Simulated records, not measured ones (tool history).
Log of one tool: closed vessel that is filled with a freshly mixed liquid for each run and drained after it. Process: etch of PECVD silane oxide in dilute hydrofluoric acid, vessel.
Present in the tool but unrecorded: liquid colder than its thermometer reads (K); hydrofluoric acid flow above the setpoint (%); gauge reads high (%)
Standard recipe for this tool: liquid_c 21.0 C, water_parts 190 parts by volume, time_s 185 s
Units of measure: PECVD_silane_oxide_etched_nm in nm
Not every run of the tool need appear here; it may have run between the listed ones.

run	day	liquid_c	water_parts	time_s	wafers since the last listed run	hours since the thermometer was replaced	hours since the hydrofluoric acid flow meter was replaced	hours since the gauge calibration	read-back film thickness of the PECVD silane oxide reference wafer, read on the same gauge (nm)	PECVD_silane_oxide_etched_nm
1	0.000	21.0	190	185	0	838.0	120.4	991.3	80.02	12.34
# day 10.433: hydrofluoric acid flow meter replaced
2	12.942	21.0	190	185	27382	1148.6	60.2	1301.9	79.98	12.25
3	14.646	21.0	190	185	3617	1189.5	101.1	1342.8	80.00	12.23
4	18.033	18.5	120	185	7190	1270.8	182.4	1424.1	80.00	18.92
5	19.638	18.5	120	185	3405	1309.3	220.9	1462.6	80.01	19.22
6	21.554	18.5	120	185	4068	1355.3	266.9	1508.6	80.00	19.21
7	24.333	24.5	190	185	5899	1422.0	333.6	1575.3	80.01	14.39
# day 25.238: hydrofluoric acid flow meter replaced
8	28.458	21.0	115	185	8667	1521.0	77.3	1674.3	79.99	22.01
# day 32.608: gauge calibrated
9	34.296	23.0	160	185	12391	1661.1	217.4	40.5	80.00	16.72
10	37.738	25.5	255	110	7305	1743.7	300.0	123.1	80.00	6.22
# day 40.017: hydrofluoric acid flow meter replaced
11	40.654	17.0	260	245	6102	1813.7	15.3	193.1	79.98	9.29
12	42.567	21.0	135	250	4059	1859.6	61.2	239.0	79.99	24.51
13	45.225	18.5	120	185	5642	1923.4	125.0	302.8	80.00	18.83
14	48.558	21.0	190	185	7075	2003.4	205.0	382.8	79.99	12.35
# day 49.800: thermometer replaced
15	52.112	17.0	230	250	7455	55.5	290.3	468.1	80.01	11.50
16	55.208	26.0	165	80	6571	129.8	364.6	542.4	80.00	7.93
17	57.288	17.5	265	155	4413	179.7	414.5	592.3	79.99	6.27
# day 58.646: hydrofluoric acid flow meter replaced
18	60.800	25.5	255	185	7367	264.0	51.7	676.6	80.01	9.98
19	65.279	21.0	190	185	9507	371.5	159.2	784.1	79.98	12.33

Here are 3 independent what-if runs from the current tool condition. What would each one return?
A	65.308	21.0	190	185	61	372.2	159.9	784.8	?	?
B	65.308	17.0	140	235	61	372.2	159.9	784.8	?	?
C	65.308	17.5	245	90	61	372.2	159.9	784.8	?	?

run	read-back film thickness of the PECVD silane oxide reference wafer, read on the same gauge (nm)	PECVD_silane_oxide_etched_nm
A	80.01	12.39
B	80.01	19.13
C	80.01	3.88
Stripped of hidden state, with their random variation kept, the same runs would have yielded:
run	PECVD_silane_oxide_etched_nm
A	12.11
B	18.72
C	3.79
